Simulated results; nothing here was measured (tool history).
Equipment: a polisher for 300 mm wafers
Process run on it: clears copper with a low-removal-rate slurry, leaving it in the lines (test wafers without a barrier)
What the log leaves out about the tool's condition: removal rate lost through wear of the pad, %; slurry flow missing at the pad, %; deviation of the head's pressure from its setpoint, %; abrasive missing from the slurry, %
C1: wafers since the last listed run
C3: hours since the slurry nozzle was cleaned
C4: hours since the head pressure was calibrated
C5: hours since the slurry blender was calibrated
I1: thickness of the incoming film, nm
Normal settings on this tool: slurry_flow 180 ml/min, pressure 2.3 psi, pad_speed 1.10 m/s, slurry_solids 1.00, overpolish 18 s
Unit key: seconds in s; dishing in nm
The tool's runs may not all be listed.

{"run": 1, "hour": 0.0, "slurry_flow": 180, "pressure": 2.5, "pad_speed": 1.1, "slurry_solids": 1.0, "overpolish": 18, "C1": 0, "wafers polished on this pad": 697, "C3": 295.1, "C4": 443.0, "C5": 376.4, "I1": 325.6, "seconds": 140.9, "dishing": 30.7}
{"hour": 58.1, "done": "slurry blender recalibrated"}
{"hour": 60.0, "done": "slurry nozzle cleaned"}
{"run": 2, "hour": 62.2, "slurry_flow": 180, "pressure": 2.5, "pad_speed": 1.1, "slurry_solids": 1.0, "overpolish": 18, "C1": 289, "wafers polished on this pad": 986, "C3": 2.2, "C4": 505.2, "C5": 4.1, "I1": 327.5, "seconds": 144.1, "dishing": 29.5}
{"run": 3, "hour": 98.7, "slurry_flow": 180, "pressure": 2.3, "pad_speed": 1.34, "slurry_solids": 1.0, "overpolish": 18, "C1": 178, "wafers polished on this pad": 1164, "C3": 38.7, "C4": 541.7, "C5": 40.6, "I1": 317.5, "seconds": 121.1, "dishing": 34.1}
{"run": 4, "hour": 145.7, "slurry_flow": 180, "pressure": 2.3, "pad_speed": 1.1, "slurry_solids": 1.0, "overpolish": 18, "C1": 229, "wafers polished on this pad": 1394, "C3": 85.7, "C4": 588.7, "C5": 87.6, "I1": 320.8, "seconds": 149.1, "dishing": 27.2}
{"run": 5, "hour": 215.2, "slurry_flow": 180, "pressure": 2.3, "pad_speed": 1.1, "slurry_solids": 1.0, "overpolish": 18, "C1": 339, "wafers polished on this pad": 1733, "C3": 155.2, "C4": 658.2, "C5": 157.1, "I1": 326.6, "seconds": 153.7, "dishing": 28.8}
{"run": 6, "hour": 260.6, "slurry_flow": 180, "pressure": 2.3, "pad_speed": 1.1, "slurry_solids": 1.0, "overpolish": 18, "C1": 221, "wafers polished on this pad": 1955, "C3": 200.6, "C4": 703.6, "C5": 202.5, "I1": 326.1, "seconds": 156.9, "dishing": 27.2}
{"hour": 268.2, "done": "worn pad replaced by a new one, of another model than before"}
{"run": 7, "hour": 327.8, "slurry_flow": 180, "pressure": 2.3, "pad_speed": 1.1, "slurry_solids": 1.0, "overpolish": 18, "C1": 308, "wafers polished on this pad": 290, "C3": 267.8, "C4": 770.8, "C5": 269.7, "I1": 320.7, "seconds": 147.2, "dishing": 28.2}
{"run": 8, "hour": 360.9, "slurry_flow": 180, "pressure": 3.0, "pad_speed": 0.88, "slurry_solids": 1.0, "overpolish": 18, "C1": 161, "wafers polished on this pad": 452, "C3": 300.9, "C4": 803.9, "C5": 302.8, "I1": 321.0, "seconds": 143.8, "dishing": 29.5}
{"run": 9, "hour": 408.3, "slurry_flow": 155, "pressure": 2.7, "pad_speed": 1.26, "slurry_solids": 0.7, "overpolish": 18, "C1": 231, "wafers polished on this pad": 684, "C3": 348.3, "C4": 851.3, "C5": 350.2, "I1": 326.3, "seconds": 140.4, "dishing": 30.8}
{"hour": 411.8, "done": "slurry blender recalibrated"}
{"hour": 457.7, "done": "slurry nozzle cleaned"}
{"run": 10, "hour": 531.7, "slurry_flow": 180, "pressure": 2.3, "pad_speed": 0.94, "slurry_solids": 1.1, "overpolish": 18, "C1": 588, "wafers polished on this pad": 1272, "C3": 74.0, "C4": 974.7, "C5": 119.9, "I1": 327.1, "seconds": 162.0, "dishing": 27.2}
{"run": 11, "hour": 558.9, "slurry_flow": 180, "pressure": 2.3, "pad_speed": 1.1, "slurry_solids": 1.15, "overpolish": 23, "C1": 132, "wafers polished on this pad": 1405, "C3": 101.2, "C4": 1001.9, "C5": 147.1, "I1": 328.4, "seconds": 153.0, "dishing": 36.1}
{"run": 12, "hour": 602.6, "slurry_flow": 180, "pressure": 2.1, "pad_speed": 1.32, "slurry_solids": 1.15, "overpolish": 23, "C1": 213, "wafers polished on this pad": 1618, "C3": 144.9, "C4": 1045.6, "C5": 190.8, "I1": 322.9, "seconds": 142.5, "dishing": 36.8}
{"run": 13, "hour": 650.7, "slurry_flow": 210, "pressure": 2.9, "pad_speed": 1.44, "slurry_solids": 1.0, "overpolish": 18, "C1": 234, "wafers polished on this pad": 1853, "C3": 193.0, "C4": 1093.7, "C5": 238.9, "I1": 321.7, "seconds": 117.9, "dishing": 35.8}
{"hour": 668.6, "done": "head pressure recalibrated"}
{"hour": 678.7, "done": "worn pad replaced by a new one"}
{"run": 14, "hour": 755.4, "slurry_flow": 180, "pressure": 2.3, "pad_speed": 1.1, "slurry_solids": 1.0, "overpolish": 18, "C1": 482, "wafers polished on this pad": 374, "C3": 297.7, "C4": 86.8, "C5": 343.6, "I1": 324.5, "seconds": 148.2, "dishing": 29.2}
{"run": 15, "hour": 785.6, "slurry_flow": 120, "pressure": 2.7, "pad_speed": 0.86, "slurry_solids": 1.0, "overpolish": 9, "C1": 147, "wafers polished on this pad": 522, "C3": 327.9, "C4": 117.0, "C5": 373.8, "I1": 330.8, "seconds": 164.2, "dishing": 14.2}
{"hour": 794.7, "done": "slurry blender recalibrated"}
{"run": 16, "hour": 827.7, "slurry_flow": 180, "pressure": 2.3, "pad_speed": 1.0, "slurry_solids": 1.0, "overpolish": 18, "C1": 195, "wafers polished on this pad": 718, "C3": 370.0, "C4": 159.1, "C5": 33.0, "I1": 321.5, "seconds": 156.9, "dishing": 26.8}
{"run": 17, "hour": 859.5, "slurry_flow": 180, "pressure": 3.1, "pad_speed": 1.4, "slurry_solids": 0.85, "overpolish": 18, "C1": 155, "wafers polished on this pad": 873, "C3": 401.8, "C4": 190.9, "C5": 64.8, "I1": 331.5, "seconds": 120.3, "dishing": 36.0}
{"hour": 875.0, "done": "slurry nozzle cleaned"}
{"run": 18, "hour": 884.1, "slurry_flow": 205, "pressure": 2.3, "pad_speed": 1.1, "slurry_solids": 1.0, "overpolish": 18, "C1": 115, "wafers polished on this pad": 988, "C3": 9.1, "C4": 215.5, "C5": 89.4, "I1": 323.8, "seconds": 145.2, "dishing": 29.0}
{"run": 19, "hour": 917.7, "slurry_flow": 200, "pressure": 2.7, "pad_speed": 1.44, "slurry_solids": 1.0, "overpolish": 26, "C1": 164, "wafers polished on this pad": 1152, "C3": 42.7, "C4": 249.1, "C5": 123.0, "I1": 324.3, "seconds": 118.9, "dishing": 45.4}
{"run": 20, "hour": 941.9, "slurry_flow": 135, "pressure": 2.3, "pad_speed": 0.78, "slurry_solids": 1.0, "overpolish": 18, "C1": 118, "wafers polished on this pad": 1270, "C3": 66.9, "C4": 273.3, "C5": 147.2, "I1": 321.9, "seconds": 181.8, "dishing": 24.4}
{"run": 21, "hour": 1013.7, "slurry_flow": 180, "pressure": 2.3, "pad_speed": 1.1, "slurry_solids": 1.0, "overpolish": 18, "C1": 350, "wafers polished on this pad": 1621, "C3": 138.7, "C4": 345.1, "C5": 219.0, "I1": 318.5, "seconds": 148.9, "dishing": 28.7}
{"hour": 1043.0, "done": "worn pad replaced by a new one"}
{"run": 22, "hour": 1085.0, "slurry_flow": 180, "pressure": 2.3, "pad_speed": 1.1, "slurry_solids": 1.1, "overpolish": 18, "C1": 328, "wafers polished on this pad": 205, "C3": 210.0, "C4": 416.4, "C5": 290.3, "I1": 322.4, "seconds": 144.0, "dishing": 30.1}
{"run": 23, "hour": 1113.8, "slurry_flow": 180, "pressure": 2.3, "pad_speed": 0.8, "slurry_solids": 1.2, "overpolish": 18, "C1": 140, "wafers polished on this pad": 345, "C3": 238.8, "C4": 445.2, "C5": 319.1, "I1": 324.4, "seconds": 164.1, "dishing": 26.1}
{"hour": 1135.5, "done": "slurry blender recalibrated"}
{"run": 24, "hour": 1139.7, "slurry_flow": 240, "pressure": 2.3, "pad_speed": 1.1, "slurry_solids": 1.25, "overpolish": 18, "C1": 116, "wafers polished on this pad": 462, "C3": 264.7, "C4": 471.1, "C5": 4.2, "I1": 321.0, "seconds": 135.4, "dishing": 30.4}
{"run": 25, "hour": 1205.7, "slurry_flow": 205, "pressure": 2.7, "pad_speed": 1.1, "slurry_solids": 0.8, "overpolish": 23, "C1": 322, "wafers polished on this pad": 784, "C3": 330.7, "C4": 537.1, "C5": 70.2, "I1": 330.4, "seconds": 146.9, "dishing": 36.5}
{"hour": 1209.8, "done": "slurry nozzle cleaned"}
{"run": 26, "hour": 1275.6, "slurry_flow": 180, "pressure": 2.3, "pad_speed": 1.2, "slurry_solids": 0.7, "overpolish": 18, "C1": 336, "wafers polished on this pad": 1121, "C3": 65.8, "C4": 607.0, "C5": 140.1, "I1": 320.2, "seconds": 151.0, "dishing": 28.4}
{"run": 27, "hour": 1343.6, "slurry_flow": 180, "pressure": 2.3, "pad_speed": 1.1, "slurry_solids": 1.0, "overpolish": 18, "C1": 332, "wafers polished on this pad": 1453, "C3": 133.8, "C4": 675.0, "C5": 208.1, "I1": 321.9, "seconds": 150.2, "dishing": 29.1}

Hidden state at the last listed run before each entry between runs and at the first one after, where it differs:
Runs 1 to 2: slurry blender recalibrated (hour 58.1); slurry nozzle cleaned (hour 60.0)
  removal rate lost through wear of the pad, %: 1.5 -> 2.09
  measured value less the no-hidden-state value, seconds: +2.1 -> +3.0 s; dishing: -0.4 -> -0.5 nm
Runs 6 to 7: worn pad replaced by a new one, of another model than before (hour 268.2)
  removal rate lost through wear of the pad, %: 3.98 -> 1.25
  measured value less the no-hidden-state value, seconds: +6.3 -> +1.9 s; dishing: -0.9 -> -0.3 nm
Runs 9 to 10: slurry blender recalibrated (hour 411.8); slurry nozzle cleaned (hour 457.7)
  removal rate lost through wear of the pad, %: 2.02 -> 3.19
  measured value less the no-hidden-state value, seconds: +2.9 -> +5.2 s; dishing: -0.5 -> -0.7 nm
Runs 13 to 14: head pressure recalibrated (hour 668.6); worn pad replaced by a new one (hour 678.7)
  removal rate lost through wear of the pad, %: 4.33 -> 0.933
  measured value less the no-hidden-state value, seconds: +5.1 -> +1.4 s; dishing: -1.3 -> -0.2 nm
Runs 15 to 16: slurry blender recalibrated (hour 794.7)
  removal rate lost through wear of the pad, %: 1.22 -> 1.62
  measured value less the no-hidden-state value, seconds: +2.0 -> +2.5 s; dishing: -0.2 -> -0.4 nm
Runs 17 to 18: slurry nozzle cleaned (hour 875.0)
  removal rate lost through wear of the pad, %: 1.92 -> 2.16
  measured value less the no-hidden-state value, seconds: +2.3 -> +3.1 s; dishing: -0.5 -> -0.5 nm
Runs 21 to 22: worn pad replaced by a new one (hour 1043.0)
  removal rate lost through wear of the pad, %: 3.39 -> 0.46
  measured value less the no-hidden-state value, seconds: +5.0 -> +0.7 s; dishing: -0.9 -> -0.1 nm
Runs 23 to 24: slurry blender recalibrated (hour 1135.5)
  removal rate lost through wear of the pad, %: 0.734 -> 0.98
  measured value less the no-hidden-state value, seconds: +1.2 -> +1.3 s; dishing: -0.1 -> -0.2 nm
Runs 25 to 26: slurry nozzle cleaned (hour 1209.8)
  removal rate lost through wear of the pad, %: 1.61 -> 2.27
  measured value less the no-hidden-state value, seconds: +2.4 -> +3.4 s; dishing: -0.5 -> -0.6 nm
